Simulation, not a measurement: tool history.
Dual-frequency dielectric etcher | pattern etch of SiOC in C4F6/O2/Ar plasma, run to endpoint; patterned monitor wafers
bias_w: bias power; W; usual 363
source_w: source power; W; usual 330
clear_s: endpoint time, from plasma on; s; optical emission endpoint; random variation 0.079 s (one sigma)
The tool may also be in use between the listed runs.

run	hour	bias_w	source_w	incoming incoming film thickness, nm	clear_s
1	0.0	363	330	32.75	13.8
2	33.9	363	330	32.67	13.8
3	90.3	363	330	32.81	13.9
4	219.9	363	330	32.85	13.9
5	288.3	363	330	32.56	13.8
6	353.6	363	330	33.07	13.9
7	422.3	363	330	32.56	13.7
8	459.9	363	330	32.50	13.7
9	490.6	363	330	32.63	13.7
10	555.6	363	330	32.66	13.7
11	589.4	363	280	32.85	14.5
12	619.6	363	280	32.62	14.4
13	691.2	363	280	32.39	14.4
14	731.2	363	370	33.08	13.5
15	781.9	335	330	32.59	14.4
16	837.4	335	330	32.10	14.2
17	873.5	363	390	32.80	13.1
18	923.9	311	330	32.73	15.1
19	992.2	389	370	32.70	12.8
20	1049.6	330	250	32.85	15.8
21	1104.8	394	300	32.51	13.5
22	1144.0	363	290	32.62	14.3
23	1202.6	363	290	32.64	14.1
24	1251.1	451	290	32.45	12.6
25	1316.1	451	390	32.43	11.6
26	1351.7	386	300	32.75	13.7
27	1391.7	363	330	32.39	13.7
28	1444.8	363	410	32.68	13.0
29	1508.4	288	330	32.24	15.5
30	1549.3	363	330	32.55	13.7
31	1584.8	427	270	32.40	13.3
32	1630.9	396	330	32.34	12.8
33	1676.6	363	330	32.97	13.8
34	1737.7	301	330	32.86	15.4
35	1809.4	303	400	32.59	14.4
36	1857.6	363	330	32.99	13.9

Not shown: 7 entries that the log had between the listed runs. Between which runs, and how does the tool's hidden state differ before and after?
Between runs 3 and 4: wet clean of the chamber (hour 168.9)
  no hidden state differs between the two runs
Between runs 12 and 13: wet clean of the chamber (hour 690.7)
  no hidden state differs between the two runs
Between runs 17 and 18: bias power generator calibrated (hour 899.1)
  no hidden state differs between the two runs
Between runs 19 and 20: upper electrode replaced (hour 1036.1)
  no hidden state differs between the two runs
Between runs 22 and 23: wet clean of the chamber (hour 1184.8)
  no hidden state differs between the two runs
Between runs 26 and 27: source power generator calibrated (hour 1391.2)
  no hidden state differs between the two runs
Between runs 34 and 35: wet clean of the chamber (hour 1797.1)
  no hidden state differs between the two runs
